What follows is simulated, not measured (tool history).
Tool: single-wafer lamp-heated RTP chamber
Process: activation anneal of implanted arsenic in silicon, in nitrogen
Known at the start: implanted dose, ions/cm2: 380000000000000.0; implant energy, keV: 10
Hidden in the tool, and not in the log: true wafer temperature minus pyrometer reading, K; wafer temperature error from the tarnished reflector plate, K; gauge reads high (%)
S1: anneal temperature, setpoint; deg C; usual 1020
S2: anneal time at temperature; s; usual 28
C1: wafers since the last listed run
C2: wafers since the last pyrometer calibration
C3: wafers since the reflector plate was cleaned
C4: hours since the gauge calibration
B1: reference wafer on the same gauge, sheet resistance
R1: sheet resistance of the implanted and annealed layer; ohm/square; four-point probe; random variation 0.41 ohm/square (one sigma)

{"run": 1, "hour": 0.0, "S1": 1020, "S2": 28, "C1": 0, "C2": 4801, "C3": 3322, "C4": 34.7, "B1": 294.89, "R1": 269.94}
{"run": 2, "hour": 17.2, "S1": 1020, "S2": 28, "C1": 205, "C2": 5006, "C3": 3527, "C4": 51.9, "B1": 295.07, "R1": 270.35}
{"run": 3, "hour": 26.6, "S1": 1020, "S2": 28, "C1": 112, "C2": 5118, "C3": 3639, "C4": 61.3, "B1": 295.03, "R1": 269.48}
{"run": 4, "hour": 34.5, "S1": 1027, "S2": 28, "C1": 94, "C2": 5213, "C3": 3734, "C4": 69.2, "B1": 295.01, "R1": 267.15}
{"run": 5, "hour": 42.8, "S1": 1027, "S2": 28, "C1": 98, "C2": 5311, "C3": 3833, "C4": 77.5, "B1": 294.94, "R1": 267.74}
{"run": 6, "hour": 49.6, "S1": 1027, "S2": 28, "C1": 81, "C2": 5393, "C3": 3914, "C4": 84.3, "B1": 295.03, "R1": 267.19}
{"run": 7, "hour": 64.3, "S1": 1020, "S2": 37, "C1": 175, "C2": 5568, "C3": 4089, "C4": 99, "B1": 295.06, "R1": 266.38}
{"run": 8, "hour": 73.4, "S1": 1020, "S2": 37, "C1": 108, "C2": 5676, "C3": 4198, "C4": 108.1, "B1": 295.09, "R1": 265.59}
{"run": 9, "hour": 86.3, "S1": 1020, "S2": 19, "C1": 153, "C2": 5830, "C3": 4351, "C4": 121, "B1": 295.04, "R1": 274.98}
{"run": 10, "hour": 102.5, "S1": 1020, "S2": 28, "C1": 193, "C2": 6024, "C3": 4545, "C4": 137.2, "B1": 295.04, "R1": 270.18}
{"hour": 116.9, "done": "pyrometer window cleaned and pyrometer calibrated"}
{"run": 11, "hour": 117.4, "S1": 1020, "S2": 28, "C1": 82, "C2": 5, "C3": 4627, "C4": 152.1, "B1": 295.02, "R1": 273.93}
{"run": 12, "hour": 127.3, "S1": 1039, "S2": 13, "C1": 118, "C2": 123, "C3": 4745, "C4": 162, "B1": 294.97, "R1": 277.59}
{"hour": 139.7, "done": "gauge calibrated"}
{"run": 13, "hour": 142.1, "S1": 1020, "S2": 44, "C1": 176, "C2": 300, "C3": 4922, "C4": 2.4, "B1": 295.07, "R1": 267.03}
{"hour": 151.0, "done": "reflector plate cleaned"}
{"run": 14, "hour": 154.8, "S1": 1020, "S2": 28, "C1": 56, "C2": 356, "C3": 44, "C4": 15.1, "B1": 295.08, "R1": 273.14}
{"run": 15, "hour": 162.9, "S1": 1020, "S2": 24, "C1": 96, "C2": 453, "C3": 141, "C4": 23.2, "B1": 295.01, "R1": 275.25}
{"run": 16, "hour": 169.9, "S1": 1020, "S2": 17, "C1": 83, "C2": 536, "C3": 225, "C4": 30.2, "B1": 294.97, "R1": 279.33}
{"run": 17, "hour": 182.8, "S1": 1020, "S2": 28, "C1": 153, "C2": 690, "C3": 378, "C4": 43.1, "B1": 295.02, "R1": 272.88}
{"run": 18, "hour": 196.1, "S1": 1002, "S2": 35, "C1": 158, "C2": 849, "C3": 537, "C4": 56.4, "B1": 294.98, "R1": 274.4}
{"run": 19, "hour": 202.4, "S1": 1032, "S2": 21, "C1": 75, "C2": 924, "C3": 612, "C4": 62.7, "B1": 294.95, "R1": 272.87}
{"run": 20, "hour": 211.1, "S1": 1020, "S2": 28, "C1": 103, "C2": 1028, "C3": 716, "C4": 71.4, "B1": 295.01, "R1": 272.18}
{"run": 21, "hour": 217.4, "S1": 1003, "S2": 18, "C1": 75, "C2": 1103, "C3": 791, "C4": 77.7, "B1": 295.03, "R1": 281.46}
{"run": 22, "hour": 229.7, "S1": 1029, "S2": 16, "C1": 146, "C2": 1249, "C3": 938, "C4": 90, "B1": 295.02, "R1": 276.88}

Forecast each of these 5 alternatives for the next run:
{"run": "A", "hour": 230.1, "S1": 1020, "S2": 28, "C1": 4, "C2": 1254, "C3": 943, "C4": 90.4, "B1": "?", "R1": "?"}
{"run": "B", "hour": 230.1, "S1": 1032, "S2": 20, "C1": 4, "C2": 1254, "C3": 943, "C4": 90.4, "B1": "?", "R1": "?"}
{"run": "C", "hour": 230.1, "S1": 999, "S2": 21, "C1": 4, "C2": 1254, "C3": 943, "C4": 90.4, "B1": "?", "R1": "?"}
{"run": "D", "hour": 230.1, "S1": 1035, "S2": 44, "C1": 4, "C2": 1254, "C3": 943, "C4": 90.4, "B1": "?", "R1": "?"}
{"run": "E", "hour": 230.1, "S1": 993, "S2": 39, "C1": 4, "C2": 1254, "C3": 943, "C4": 90.4, "B1": "?", "R1": "?"}

run=A B1=294.98 R1=271.59
run=B B1=294.98 R1=272.4
run=C B1=294.98 R1=280.64
run=D B1=294.98 R1=259.76
run=E B1=294.98 R1=275.25
Without the tool's hidden state the same runs would have given:
run=A R1=273.56
run=B R1=274.32
run=C R1=282.02
run=D R1=262.13
run=E R1=276.9
